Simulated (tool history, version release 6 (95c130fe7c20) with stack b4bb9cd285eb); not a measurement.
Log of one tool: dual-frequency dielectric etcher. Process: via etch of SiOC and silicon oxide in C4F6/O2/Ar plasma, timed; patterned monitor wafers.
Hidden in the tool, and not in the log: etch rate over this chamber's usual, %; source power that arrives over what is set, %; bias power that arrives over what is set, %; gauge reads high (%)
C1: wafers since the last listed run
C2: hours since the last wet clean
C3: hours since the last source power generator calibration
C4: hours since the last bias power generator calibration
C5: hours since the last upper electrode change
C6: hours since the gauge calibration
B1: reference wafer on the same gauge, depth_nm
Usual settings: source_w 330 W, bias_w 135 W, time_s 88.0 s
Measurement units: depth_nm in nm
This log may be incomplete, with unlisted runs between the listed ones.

run 1 day=0.000 | source_w=330 bias_w=135 time_s=94.0 | C1=0 C2=332.0 C3=3636.5 C4=4307.9 C5=2565.0 C6=70.9 | B1=83.9 | depth_nm=82.9
run 2 day=0.371 | source_w=330 bias_w=115 time_s=88.0 | C1=112 C2=340.9 C3=3645.4 C4=4316.8 C5=2573.9 C6=79.8 | B1=84.0 | depth_nm=74.0
run 3 day=1.067 | source_w=330 bias_w=155 time_s=88.0 | C1=210 C2=357.6 C3=3662.1 C4=4333.5 C5=2590.6 C6=96.5 | B1=83.9 | depth_nm=81.5
run 4 day=1.538 | source_w=330 bias_w=155 time_s=88.0 | C1=142 C2=368.9 C3=3673.4 C4=4344.8 C5=2601.9 C6=107.8 | B1=84.0 | depth_nm=82.1
run 5 day=2.004 | source_w=330 bias_w=156 time_s=88.0 | C1=141 C2=380.1 C3=3684.6 C4=4356.0 C5=2613.1 C6=119.0 | B1=84.0 | depth_nm=82.1
run 6 day=2.275 | source_w=330 bias_w=156 time_s=88.0 | C1=82 C2=386.6 C3=3691.1 C4=4362.5 C5=2619.6 C6=125.5 | B1=84.0 | depth_nm=82.0
run 7 day=2.883 | source_w=330 bias_w=156 time_s=88.0 | C1=184 C2=401.2 C3=3705.7 C4=4377.1 C5=2634.2 C6=140.1 | B1=84.0 | depth_nm=82.1
run 8 day=3.521 | source_w=330 bias_w=135 time_s=98.0 | C1=193 C2=416.5 C3=3721.0 C4=4392.4 C5=2649.5 C6=155.4 | B1=84.0 | depth_nm=87.2
-- day=4.650 upper electrode replaced
run 9 day=4.671 | source_w=280 bias_w=113 time_s=88.0 | C1=45 C2=444.1 C3=3748.6 C4=4420.0 C5=0.5 C6=183.0 | B1=84.0 | depth_nm=69.5
-- day=4.792 gauge calibrated
-- day=5.396 bias power generator calibrated
-- day=5.471 source power generator calibrated
run 10 day=5.492 | source_w=330 bias_w=135 time_s=88.0 | C1=175 C2=463.8 C3=0.5 C4=2.3 C5=20.2 C6=16.8 | B1=84.0 | depth_nm=78.7
run 11 day=6.171 | source_w=330 bias_w=135 time_s=88.0 | C1=205 C2=480.1 C3=16.8 C4=18.6 C5=36.5 C6=33.1 | B1=84.1 | depth_nm=79.1
run 12 day=6.871 | source_w=330 bias_w=135 time_s=62.5 | C1=212 C2=496.9 C3=33.6 C4=35.4 C5=53.3 C6=49.9 | B1=84.0 | depth_nm=56.3
run 13 day=7.217 | source_w=260 bias_w=116 time_s=101.5 | C1=104 C2=505.2 C3=41.9 C4=43.7 C5=61.6 C6=58.2 | B1=84.0 | depth_nm=78.8
-- day=8.596 wet clean of the chamber
run 14 day=8.617 | source_w=330 bias_w=151 time_s=75.0 | C1=121 C2=0.5 C3=75.5 C4=77.3 C5=95.2 C6=91.8 | B1=83.9 | depth_nm=66.1
run 15 day=8.633 | source_w=390 bias_w=135 time_s=88.0 | C1=5 C2=0.9 C3=75.9 C4=77.7 C5=95.6 C6=92.2 | B1=84.0 | depth_nm=80.4
run 16 day=9.058 | source_w=260 bias_w=125 time_s=88.0 | C1=128 C2=11.1 C3=86.1 C4=87.9 C5=105.8 C6=102.4 | B1=84.0 | depth_nm=67.0
run 17 day=9.792 | source_w=330 bias_w=135 time_s=88.0 | C1=222 C2=28.7 C3=103.7 C4=105.5 C5=123.4 C6=120.0 | B1=84.0 | depth_nm=74.8
run 18 day=10.450 | source_w=330 bias_w=155 time_s=88.0 | C1=199 C2=44.5 C3=119.5 C4=121.3 C5=139.2 C6=135.8 | B1=83.9 | depth_nm=79.1
run 19 day=11.008 | source_w=330 bias_w=145 time_s=88.0 | C1=169 C2=57.9 C3=132.9 C4=134.7 C5=152.6 C6=149.2 | B1=84.1 | depth_nm=76.7
-- day=11.667 gauge calibrated
run 20 day=12.146 | source_w=330 bias_w=135 time_s=110.0 | C1=344 C2=85.2 C3=160.2 C4=162.0 C5=179.9 C6=11.5 | B1=84.1 | depth_nm=94.9
run 21 day=12.475 | source_w=380 bias_w=159 time_s=106.0 | C1=99 C2=93.1 C3=168.1 C4=169.9 C5=187.8 C6=19.4 | B1=84.0 | depth_nm=101.6

5 options for the next run, each taken on its own from the tool as it stands now. Forecast them:
run A day=12.492 | source_w=330 bias_w=135 time_s=88.0 | C1=5 C2=93.5 C3=168.5 C4=170.3 C5=188.2 C6=19.8 | B1=? | depth_nm=?
run B day=12.492 | source_w=330 bias_w=135 time_s=62.0 | C1=5 C2=93.5 C3=168.5 C4=170.3 C5=188.2 C6=19.8 | B1=? | depth_nm=?
run C day=12.492 | source_w=330 bias_w=144 time_s=107.5 | C1=5 C2=93.5 C3=168.5 C4=170.3 C5=188.2 C6=19.8 | B1=? | depth_nm=?
run D day=12.492 | source_w=330 bias_w=153 time_s=88.0 | C1=5 C2=93.5 C3=168.5 C4=170.3 C5=188.2 C6=19.8 | B1=? | depth_nm=?
run E day=12.492 | source_w=310 bias_w=135 time_s=88.0 | C1=5 C2=93.5 C3=168.5 C4=170.3 C5=188.2 C6=19.8 | B1=? | depth_nm=?

run=A B1=84.0 depth_nm=76.2
run=B B1=84.0 depth_nm=53.7
run=C B1=84.0 depth_nm=95.1
run=D B1=84.0 depth_nm=79.4
run=E B1=84.0 depth_nm=74.4
Had the tool no hidden state, the same runs would have come out as:
run=A depth_nm=75.8
run=B depth_nm=53.4
run=C depth_nm=94.5
run=D depth_nm=78.9
run=E depth_nm=73.9
